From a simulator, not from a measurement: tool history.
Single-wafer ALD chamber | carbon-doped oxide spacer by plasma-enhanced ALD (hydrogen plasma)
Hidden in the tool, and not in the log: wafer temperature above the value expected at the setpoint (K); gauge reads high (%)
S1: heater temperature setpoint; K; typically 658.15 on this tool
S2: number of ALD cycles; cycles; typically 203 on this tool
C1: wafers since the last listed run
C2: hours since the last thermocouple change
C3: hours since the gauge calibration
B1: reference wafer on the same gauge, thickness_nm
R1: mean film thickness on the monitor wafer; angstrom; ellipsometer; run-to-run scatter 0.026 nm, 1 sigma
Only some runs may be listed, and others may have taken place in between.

run 1 hour=0 | S1=658.15 S2=191 | C1=0 C2=650.8 C3=1642.2 | B1=9.912 | R1=97.42
run 2 hour=61.9 | S1=658.15 S2=203 | C1=108 C2=712.7 C3=1704.1 | B1=9.924 | R1=103.35
run 3 hour=98.2 | S1=658.15 S2=203 | C1=63 C2=749 C3=1740.4 | B1=9.911 | R1=103.57
run 4 hour=166.5 | S1=658.15 S2=183 | C1=119 C2=817.3 C3=1808.7 | B1=9.912 | R1=93.31
run 5 hour=209.3 | S1=658.15 S2=183 | C1=74 C2=860.1 C3=1851.5 | B1=9.913 | R1=93.56
run 6 hour=414.2 | S1=658.15 S2=203 | C1=358 C2=1065 C3=2056.4 | B1=9.917 | R1=103.39
run 7 hour=446.9 | S1=658.15 S2=203 | C1=57 C2=1097.7 C3=2089.1 | B1=9.921 | R1=103.4
run 8 hour=487.5 | S1=658.15 S2=203 | C1=71 C2=1138.3 C3=2129.7 | B1=9.916 | R1=103.06
run 9 hour=538 | S1=658.15 S2=203 | C1=88 C2=1188.8 C3=2180.2 | B1=9.916 | R1=103.64
run 10 hour=580.6 | S1=658.15 S2=203 | C1=74 C2=1231.4 C3=2222.8 | B1=9.916 | R1=103.59
run 11 hour=619.1 | S1=646.15 S2=203 | C1=67 C2=1269.9 C3=2261.3 | B1=9.923 | R1=102.87
run 12 hour=688.7 | S1=658.15 S2=203 | C1=121 C2=1339.5 C3=2330.9 | B1=9.929 | R1=103.35
run 13 hour=721.4 | S1=658.15 S2=203 | C1=57 C2=1372.2 C3=2363.6 | B1=9.911 | R1=103.14
-- hour=761.1 thermocouple changed; heater temperature recalibrated
run 14 hour=790.5 | S1=658.15 S2=203 | C1=107 C2=29.4 C3=2432.7 | B1=9.913 | R1=103.6
run 15 hour=842.7 | S1=658.15 S2=203 | C1=91 C2=81.6 C3=2484.9 | B1=9.922 | R1=103.5
run 16 hour=905.9 | S1=658.15 S2=203 | C1=110 C2=144.8 C3=2548.1 | B1=9.929 | R1=103.79
run 17 hour=932.9 | S1=658.15 S2=203 | C1=47 C2=171.8 C3=2575.1 | B1=9.915 | R1=103.47
run 18 hour=998.1 | S1=658.15 S2=203 | C1=114 C2=237 C3=2640.3 | B1=9.912 | R1=103.52
-- hour=1031.1 gauge calibrated
run 19 hour=1064.3 | S1=658.15 S2=203 | C1=115 C2=303.2 C3=33.2 | B1=9.818 | R1=102.5
run 20 hour=1091.8 | S1=658.15 S2=203 | C1=48 C2=330.7 C3=60.7 | B1=9.821 | R1=102.44
run 21 hour=1130.2 | S1=658.15 S2=203 | C1=67 C2=369.1 C3=99.1 | B1=9.834 | R1=102.92
run 22 hour=1178.8 | S1=658.15 S2=203 | C1=85 C2=417.7 C3=147.7 | B1=9.832 | R1=103.16
run 23 hour=1229.4 | S1=658.15 S2=203 | C1=88 C2=468.3 C3=198.3 | B1=9.85 | R1=102.44
run 24 hour=1263.1 | S1=664.15 S2=228 | C1=59 C2=502 C3=232 | B1=9.849 | R1=115.78
run 25 hour=1302.7 | S1=649.15 S2=215 | C1=69 C2=541.6 C3=271.6 | B1=9.857 | R1=109.52
run 26 hour=1369.3 | S1=658.15 S2=203 | C1=116 C2=608.2 C3=338.2 | B1=9.86 | R1=102.79
run 27 hour=1406.8 | S1=667.15 S2=182 | C1=65 C2=645.7 C3=375.7 | B1=9.877 | R1=92.15
run 28 hour=1456.5 | S1=658.15 S2=228 | C1=87 C2=695.4 C3=425.4 | B1=9.874 | R1=115.67
run 29 hour=1513.1 | S1=648.15 S2=240 | C1=99 C2=752 C3=482 | B1=9.884 | R1=121.85
run 30 hour=1537.4 | S1=658.15 S2=203 | C1=42 C2=776.3 C3=506.3 | B1=9.876 | R1=102.82
run 31 hour=1587.7 | S1=665.15 S2=162 | C1=88 C2=826.6 C3=556.6 | B1=9.889 | R1=82.06
run 32 hour=1633.6 | S1=649.15 S2=191 | C1=80 C2=872.5 C3=602.5 | B1=9.902 | R1=97.16
run 33 hour=1703.6 | S1=645.15 S2=166 | C1=122 C2=942.5 C3=672.5 | B1=9.895 | R1=84.58
run 34 hour=1735.1 | S1=658.15 S2=203 | C1=55 C2=974 C3=704 | B1=9.886 | R1=103.1
run 35 hour=1786.2 | S1=658.15 S2=203 | C1=89 C2=1025.1 C3=755.1 | B1=9.891 | R1=103.16
run 36 hour=1843.1 | S1=658.15 S2=203 | C1=99 C2=1082 C3=812 | B1=9.898 | R1=103.08
run 37 hour=1904.5 | S1=650.15 S2=239 | C1=107 C2=1143.4 C3=873.4 | B1=9.903 | R1=121.59
run 38 hour=1957.5 | S1=653.15 S2=167 | C1=92 C2=1196.4 C3=926.4 | B1=9.911 | R1=85.21
run 39 hour=1985.8 | S1=658.15 S2=203 | C1=49 C2=1224.7 C3=954.7 | B1=9.913 | R1=103.38
run 40 hour=2033.2 | S1=658.15 S2=203 | C1=83 C2=1272.1 C3=1002.1 | B1=9.91 | R1=102.85
run 41 hour=2092.5 | S1=668.15 S2=214 | C1=103 C2=1331.4 C3=1061.4 | B1=9.924 | R1=108.62
run 42 hour=2144 | S1=658.15 S2=220 | C1=90 C2=1382.9 C3=1112.9 | B1=9.916 | R1=111.87
run 43 hour=2211.7 | S1=648.15 S2=165 | C1=118 C2=1450.6 C3=1180.6 | B1=9.925 | R1=83.94
-- hour=2231.3 thermocouple changed; heater temperature recalibrated
run 44 hour=2250.5 | S1=658.15 S2=203 | C1=53 C2=19.2 C3=1219.4 | B1=9.924 | R1=103.26
run 45 hour=2285.8 | S1=673.15 S2=203 | C1=61 C2=54.5 C3=1254.7 | B1=9.918 | R1=103.36
run 46 hour=2314.7 | S1=663.15 S2=228 | C1=50 C2=83.4 C3=1283.6 | B1=9.928 | R1=116.28
run 47 hour=2381.8 | S1=658.15 S2=203 | C1=117 C2=150.5 C3=1350.7 | B1=9.927 | R1=103.22

Predict each of these 3 candidate next runs independently; none follows another, all start after run 47:
run A hour=2382.5 | S1=658.15 S2=203 | C1=1 C2=151.2 C3=1351.4 | B1=? | R1=?
run B hour=2382.5 | S1=663.15 S2=172 | C1=1 C2=151.2 C3=1351.4 | B1=? | R1=?
run C hour=2382.5 | S1=650.15 S2=191 | C1=1 C2=151.2 C3=1351.4 | B1=? | R1=?

run=A B1=9.931 R1=103.56
run=B B1=9.931 R1=87.75
run=C B1=9.931 R1=97.44
What these runs would have given with no unlogged condition in the tool:
run=A R1=102.21
run=B R1=86.6
run=C R1=96.17

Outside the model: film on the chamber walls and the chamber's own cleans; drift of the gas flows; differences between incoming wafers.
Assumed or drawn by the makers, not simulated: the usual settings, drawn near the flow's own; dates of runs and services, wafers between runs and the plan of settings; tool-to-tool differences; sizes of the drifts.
